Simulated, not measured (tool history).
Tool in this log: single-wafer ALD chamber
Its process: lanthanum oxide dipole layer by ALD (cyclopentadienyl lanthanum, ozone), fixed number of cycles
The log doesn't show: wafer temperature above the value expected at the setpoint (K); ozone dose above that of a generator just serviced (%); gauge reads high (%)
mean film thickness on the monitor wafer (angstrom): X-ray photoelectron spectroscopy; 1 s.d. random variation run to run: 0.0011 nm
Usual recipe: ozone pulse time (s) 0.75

run    hour  ozone pulse time (s)  wafers since the last listed run  hours since the last thermocouple change  hours since the last ozone generator service  hours since the showerhead was replaced  hours since the gauge calibration  read-back reference wafer on the same gauge, thickness_nm  mean film thickness on the monitor wafer (angstrom)
  1     0.0                  0.75                                 0                                     884.6                                         606.0                                   4207.4                             1056.0                                                      0.402                                                 4.42
  2    50.0                  0.67                               852                                     934.6                                         656.0                                   4257.4                             1106.0                                                      0.402                                                 4.08
  3   111.3                  0.67                              1045                                     995.9                                         717.3                                   4318.7                             1167.3                                                      0.402                                                 4.08
  4   167.7                  0.75                               962                                    1052.3                                         773.7                                   4375.1                             1223.7                                                      0.402                                                 4.40
  5   207.4                  0.75                               677                                    1092.0                                         813.4                                   4414.8                             1263.4                                                      0.402                                                 4.40
  6   252.1                  0.88                               762                                    1136.7                                         858.1                                   4459.5                             1308.1                                                      0.402                                                 4.83
  7   465.4                  0.88                              3638                                    1350.0                                        1071.4                                   4672.8                             1521.4                                                      0.402                                                 4.83
  8   520.0                  0.75                               931                                    1404.6                                        1126.0                                   4727.4                             1576.0                                                      0.402                                                 4.41
  9   579.8                  0.75                              1020                                    1464.4                                        1185.8                                   4787.2                             1635.8                                                      0.402                                                 4.42
 10   658.8                  0.75                              1347                                    1543.4                                        1264.8                                   4866.2                             1714.8                                                      0.402                                                 4.41
 11   747.5                  0.75                              1513                                    1632.1                                        1353.5                                   4954.9                             1803.5                                                      0.402                                                 4.41
 12   846.8                  0.75                              1693                                    1731.4                                        1452.8                                   5054.2                             1902.8                                                      0.402                                                 4.40
      887.9  -- ozone generator serviced
 13   888.4                  0.75                               573                                    1773.0                                           0.5                                   5095.8                             1944.4                                                      0.402                                                 4.50
 14   990.0                  0.75                              1733                                    1874.6                                         102.1                                   5197.4                             2046.0                                                      0.402                                                 4.47
 15  1057.8                  0.75                              1156                                    1942.4                                         169.9                                   5265.2                             2113.8                                                      0.402                                                 4.48
 16  1135.8                  0.75                              1330                                    2020.4                                         247.9                                   5343.2                             2191.8                                                      0.402                                                 4.44
 17  1241.0                  0.75                              1794                                    2125.6                                         353.1                                   5448.4                             2297.0                                                      0.402                                                 4.47
     1316.3  -- thermocouple changed; heater temperature recalibrated
 18  1503.2                  0.62                              4336                                     186.9                                         615.3                                   5710.6                             2559.2                                                      0.402                                                 3.85
 19  1562.8                  0.75                              1016                                     246.5                                         674.9                                   5770.2                             2618.8                                                      0.402                                                 4.46
 20  1704.6                  0.50                              2418                                     388.3                                         816.7                                   5912.0                             2760.6                                                      0.402                                                 3.06
 21  1775.2                  0.75                              1204                                     458.9                                         887.3                                   5982.6                             2831.2                                                      0.402                                                 4.42
 22  1902.6                  0.75                              2173                                     586.3                                        1014.7                                   6110.0                             2958.6                                                      0.402                                                 4.41
     1954.3  -- showerhead replaced
     1974.5  -- gauge calibrated
 23  1975.7                  0.46                              1110                                     659.4                                        1087.8                                     21.4                                1.2                                                      0.402                                                 2.72
 24  2019.1                  0.75                               740                                     702.8                                        1131.2                                     64.8                               44.6                                                      0.402                                                 4.43
 25  2067.2                  0.52                               820                                     750.9                                        1179.3                                    112.9                               92.7                                                      0.402                                                 3.21
 26  2169.2                  0.96                              1739                                     852.9                                        1281.3                                    214.9                              194.7                                                      0.402                                                 5.01
 27  2249.4                  0.75                              1368                                     933.1                                        1361.5                                    295.1                              274.9                                                      0.402                                                 4.43
     2265.7  -- ozone generator serviced
 28  2341.9                  0.66                              1441                                    1025.6                                          76.2                                    387.6                              367.4                                                      0.402                                                 4.11
 29  2416.6                  1.05                              1274                                    1100.3                                         150.9                                    462.3                              442.1                                                      0.402                                                 5.25
 30  2485.0                  0.57                              1166                                    1168.7                                         219.3                                    530.7                              510.5                                                      0.402                                                 3.56
 31  2533.4                  0.63                               825                                    1217.1                                         267.7                                    579.1                              558.9                                                      0.402                                                 3.93
 32  2589.5                  0.65                               956                                    1273.2                                         323.8                                    635.2                              615.0                                                      0.402                                                 4.02

The logged runs with the hidden state left out (each run's random variation unchanged):
run  mean film thickness on the monitor wafer (angstrom)
  1                                                 4.50
  2                                                 4.16
  3                                                 4.16
  4                                                 4.48
  5                                                 4.49
  6                                                 4.91
  7                                                 4.91
  8                                                 4.51
  9                                                 4.51
 10                                                 4.50
 11                                                 4.50
 12                                                 4.50
 13                                                 4.50
 14                                                 4.49
 15                                                 4.50
 16                                                 4.47
 17                                                 4.52
 18                                                 3.91
 19                                                 4.52
 20                                                 3.14
 21                                                 4.49
 22                                                 4.49
 23                                                 2.80
 24                                                 4.51
 25                                                 3.29
 26                                                 5.07
 27                                                 4.51
 28                                                 4.13
 29                                                 5.27
 30                                                 3.60
 31                                                 3.97
 32                                                 4.07
